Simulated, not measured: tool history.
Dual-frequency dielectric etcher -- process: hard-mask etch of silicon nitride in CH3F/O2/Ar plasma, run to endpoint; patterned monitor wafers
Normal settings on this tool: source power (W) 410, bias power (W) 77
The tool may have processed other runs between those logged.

| run | hour | source power (W) | bias power (W) | wafers since the last listed run | hours since the last wet clean | hours since the last source power generator calibration | hours since the last bias power generator calibration | hours since the last upper electrode change | incoming incoming film thickness, nm | endpoint time (s) |
|---|---|---|---|---|---|---|---|---|---|---|
| 1 | 0 | 360 | 88 | 0 | 196 | 2352.1 | 3450.5 | 3883.6 | 43.08 | 57.7 |
| 2 | 7.3 | 410 | 77 | 48 | 203.3 | 2359.4 | 3457.8 | 3890.9 | 42.05 | 56.2 |
| 3 | 19.7 | 490 | 77 | 81 | 215.7 | 2371.8 | 3470.2 | 3903.3 | 42.51 | 51.9 |
| 4 | 25.7 | 490 | 77 | 39 | 221.7 | 2377.8 | 3476.2 | 3909.3 | 42.49 | 50.7 |
| 5 | 32 | 490 | 77 | 41 | 228 | 2384.1 | 3482.5 | 3915.6 | 42.94 | 51.5 |
| 6 | 74.5 | 410 | 77 | 279 | 270.5 | 2426.6 | 3525 | 3958.1 | 42.37 | 56.1 |
| 7 | 82.6 | 410 | 77 | 53 | 278.6 | 2434.7 | 3533.1 | 3966.2 | 42.08 | 55.8 |
| 8 | 97.4 | 410 | 77 | 97 | 293.4 | 2449.5 | 3547.9 | 3981 | 42.4 | 55.7 |
| 9 | 114.5 | 410 | 77 | 112 | 310.5 | 2466.6 | 3565 | 3998.1 | 42.7 | 56.7 |
| 10 | 124.3 | 410 | 77 | 64 | 320.3 | 2476.4 | 3574.8 | 4007.9 | 42.5 | 55.9 |
| 11 | 140 | 410 | 77 | 103 | 336 | 2492.1 | 3590.5 | 4023.6 | 42.64 | 56.4 |
|  | 208.4 | wet clean of the chamber |
| 12 | 208.9 | 410 | 77 | 295 | 0.5 | 2561 | 3659.4 | 4092.5 | 42.64 | 56.6 |
| 13 | 209.3 | 410 | 77 | 2 | 0.9 | 2561.4 | 3659.8 | 4092.9 | 42.61 | 55.7 |
| 14 | 209.7 | 410 | 77 | 2 | 1.3 | 2561.8 | 3660.2 | 4093.3 | 42.42 | 56.1 |
|  | 239.7 | upper electrode replaced |
| 15 | 240.2 | 410 | 77 | 42 | 31.8 | 2592.3 | 3690.7 | 0.5 | 42.32 | 56 |
| 16 | 240.5 | 510 | 71 | 1 | 32.1 | 2592.6 | 3691 | 0.8 | 42.36 | 51.6 |
|  | 258.3 | source power generator calibrated |
| 17 | 269.2 | 450 | 59 | 162 | 60.8 | 10.9 | 3719.7 | 29.5 | 42.29 | 59 |
|  | 278.6 | bias power generator calibrated |
| 18 | 283.1 | 410 | 77 | 65 | 74.7 | 24.8 | 4.5 | 43.4 | 41.95 | 55.5 |
| 19 | 291.7 | 370 | 71 | 56 | 83.3 | 33.4 | 13.1 | 52 | 42.37 | 61 |
| 20 | 302.2 | 410 | 77 | 69 | 93.8 | 43.9 | 23.6 | 62.5 | 42.58 | 56.9 |
| 21 | 310.7 | 350 | 67 | 55 | 102.3 | 52.4 | 32.1 | 71 | 42.27 | 65.6 |
| 22 | 325.3 | 410 | 88 | 96 | 116.9 | 67 | 46.7 | 85.6 | 42.49 | 52.9 |
| 23 | 339 | 410 | 77 | 90 | 130.6 | 80.7 | 60.4 | 99.3 | 42.65 | 57.4 |
| 24 | 387.1 | 310 | 77 | 316 | 178.7 | 128.8 | 108.5 | 147.4 | 42.34 | 65.4 |
| 25 | 400.9 | 440 | 68 | 90 | 192.5 | 142.6 | 122.3 | 161.2 | 42.76 | 57.1 |
| 26 | 414.4 | 410 | 90 | 88 | 206 | 156.1 | 135.8 | 174.7 | 42.2 | 52.8 |
| 27 | 428.1 | 480 | 69 | 90 | 219.7 | 169.8 | 149.5 | 188.4 | 42.63 | 54.7 |
| 28 | 444.2 | 440 | 92 | 105 | 235.8 | 185.9 | 165.6 | 204.5 | 42.5 | 50.3 |

Each row is a separate what-if for the run after 28, all from the same tool condition, not one after another. Results?
| A | 444.6 | 410 | 77 | 2 | 236.2 | 186.3 | 166 | 204.9 | 42.31 | ? |
| B | 444.6 | 360 | 61 | 2 | 236.2 | 186.3 | 166 | 204.9 | 42.31 | ? |
| C | 444.6 | 460 | 86 | 2 | 236.2 | 186.3 | 166 | 204.9 | 42.31 | ? |
| D | 444.6 | 340 | 87 | 2 | 236.2 | 186.3 | 166 | 204.9 | 42.31 | ? |
| E | 444.6 | 470 | 77 | 2 | 236.2 | 186.3 | 166 | 204.9 | 42.31 | ? |

| run | endpoint time (s) |
|---|---|
| A | 55.4 |
| B | 65.8 |
| C | 49.8 |
| D | 58.3 |
| E | 51.6 |
With no hidden state in the tool, these same runs would have given:
| run | endpoint time (s) |
|---|---|
| A | 55.4 |
| B | 65.8 |
| C | 49.8 |
| D | 58.3 |
| E | 51.6 |
